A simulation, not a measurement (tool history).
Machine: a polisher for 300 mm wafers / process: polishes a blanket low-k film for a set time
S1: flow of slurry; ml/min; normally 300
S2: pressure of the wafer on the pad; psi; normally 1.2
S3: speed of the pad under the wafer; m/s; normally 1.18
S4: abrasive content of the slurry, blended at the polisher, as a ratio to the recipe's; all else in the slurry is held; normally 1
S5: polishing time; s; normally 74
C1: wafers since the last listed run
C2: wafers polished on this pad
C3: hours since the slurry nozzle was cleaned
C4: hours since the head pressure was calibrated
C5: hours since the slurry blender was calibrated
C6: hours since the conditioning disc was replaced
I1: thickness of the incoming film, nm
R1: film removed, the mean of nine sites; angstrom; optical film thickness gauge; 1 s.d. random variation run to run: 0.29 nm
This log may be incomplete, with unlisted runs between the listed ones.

{"run": 1, "hour": 0.0, "S1": 300, "S2": 1.2, "S3": 1.18, "S4": 1, "S5": 74, "C1": 0, "C2": 241, "C3": 107.9, "C4": 308.1, "C5": 95.2, "C6": 237.8, "I1": 448, "R1": 191}
{"run": 2, "hour": 12.1, "S1": 300, "S2": 1.2, "S3": 1.18, "S4": 1, "S5": 74, "C1": 120, "C2": 362, "C3": 120, "C4": 320.2, "C5": 107.3, "C6": 249.9, "I1": 449.5, "R1": 193}
{"run": 3, "hour": 26.9, "S1": 300, "S2": 1.2, "S3": 1.18, "S4": 1, "S5": 74, "C1": 147, "C2": 510, "C3": 134.8, "C4": 335, "C5": 122.1, "C6": 264.7, "I1": 449.4, "R1": 185}
{"run": 4, "hour": 41.6, "S1": 300, "S2": 1.2, "S3": 1.18, "S4": 1, "S5": 74, "C1": 146, "C2": 657, "C3": 149.5, "C4": 349.7, "C5": 136.8, "C6": 279.4, "I1": 452.1, "R1": 185}
{"hour": 65.0, "done": "slurry blender recalibrated"}
{"run": 5, "hour": 65.5, "S1": 300, "S2": 1.2, "S3": 0.86, "S4": 1, "S5": 74, "C1": 218, "C2": 876, "C3": 173.4, "C4": 373.6, "C5": 0.5, "C6": 303.3, "I1": 440.8, "R1": 144}
{"run": 6, "hour": 92.5, "S1": 300, "S2": 1.2, "S3": 0.86, "S4": 1, "S5": 74, "C1": 269, "C2": 1145, "C3": 200.4, "C4": 400.6, "C5": 27.5, "C6": 330.3, "I1": 450.7, "R1": 135}
{"hour": 110.9, "done": "worn pad replaced by a new one"}
{"hour": 114.9, "done": "slurry nozzle cleaned"}
{"run": 7, "hour": 126.9, "S1": 300, "S2": 1.2, "S3": 1.18, "S4": 1, "S5": 74, "C1": 293, "C2": 150, "C3": 12, "C4": 435, "C5": 61.9, "C6": 364.7, "I1": 451.3, "R1": 189}
{"run": 8, "hour": 145.2, "S1": 300, "S2": 1.2, "S3": 1.18, "S4": 1, "S5": 74, "C1": 182, "C2": 333, "C3": 30.3, "C4": 453.3, "C5": 80.2, "C6": 383, "I1": 454.3, "R1": 187}
{"run": 9, "hour": 169.9, "S1": 300, "S2": 1.2, "S3": 1.18, "S4": 1, "S5": 74, "C1": 246, "C2": 580, "C3": 55, "C4": 478, "C5": 104.9, "C6": 407.7, "I1": 456.4, "R1": 187}
{"hour": 200.3, "done": "head pressure recalibrated"}
{"run": 10, "hour": 200.8, "S1": 300, "S2": 0.8, "S3": 1.18, "S4": 1.2, "S5": 74, "C1": 288, "C2": 868, "C3": 85.9, "C4": 0.5, "C5": 135.8, "C6": 438.6, "I1": 452, "R1": 169}
{"hour": 212.6, "done": "slurry blender recalibrated"}
{"run": 11, "hour": 213.1, "S1": 300, "S2": 1.2, "S3": 1.18, "S4": 1, "S5": 74, "C1": 102, "C2": 971, "C3": 98.2, "C4": 12.8, "C5": 0.5, "C6": 450.9, "I1": 452.1, "R1": 188}
{"hour": 230.8, "done": "worn pad replaced by a new one"}
{"run": 12, "hour": 231.3, "S1": 335, "S2": 1.2, "S3": 1.18, "S4": 1.25, "S5": 74, "C1": 141, "C2": 4, "C3": 116.4, "C4": 31, "C5": 18.7, "C6": 469.1, "I1": 453.8, "R1": 228}
{"run": 13, "hour": 263.5, "S1": 300, "S2": 1.1, "S3": 1.18, "S4": 0.8, "S5": 74, "C1": 321, "C2": 326, "C3": 148.6, "C4": 63.2, "C5": 50.9, "C6": 501.3, "I1": 440.1, "R1": 175}
{"hour": 277.2, "done": "conditioning disc replaced and pad reconditioned"}
{"run": 14, "hour": 294.3, "S1": 300, "S2": 1.2, "S3": 1.18, "S4": 1, "S5": 74, "C1": 287, "C2": 614, "C3": 179.4, "C4": 94, "C5": 81.7, "C6": 17.1, "I1": 453.5, "R1": 190}
{"run": 15, "hour": 325.8, "S1": 365, "S2": 1.2, "S3": 1.18, "S4": 1, "S5": 74, "C1": 314, "C2": 929, "C3": 210.9, "C4": 125.5, "C5": 113.2, "C6": 48.6, "I1": 455.5, "R1": 188}
{"hour": 328.4, "done": "slurry nozzle cleaned"}
{"run": 16, "hour": 351.0, "S1": 215, "S2": 0.9, "S3": 1.18, "S4": 0.75, "S5": 74, "C1": 241, "C2": 1171, "C3": 22.6, "C4": 150.7, "C5": 138.4, "C6": 73.8, "I1": 454.2, "R1": 132}

Difference, measured minus no-hidden-state, one row per run. Run-to-run variation is common to both terms; the gauge's own scatter need not be:
Unlogged tool condition in this case: removal rate lost through wear of the pad, %; slurry flow missing at the pad, %; deviation of the head's pressure from its setpoint, %; abrasive missing from the slurry, %; time polished since the conditioner stopped cutting, s.
run=1 R1=-20
run=2 R1=-21
run=3 R1=-22
run=4 R1=-24
run=5 R1=-24
run=6 R1=-28
run=7 R1=-19
run=8 R1=-20
run=9 R1=-23
run=10 R1=-12
run=11 R1=-19
run=12 R1=-4
run=13 R1=-7
run=14 R1=-13
run=15 R1=-20
run=16 R1=-20
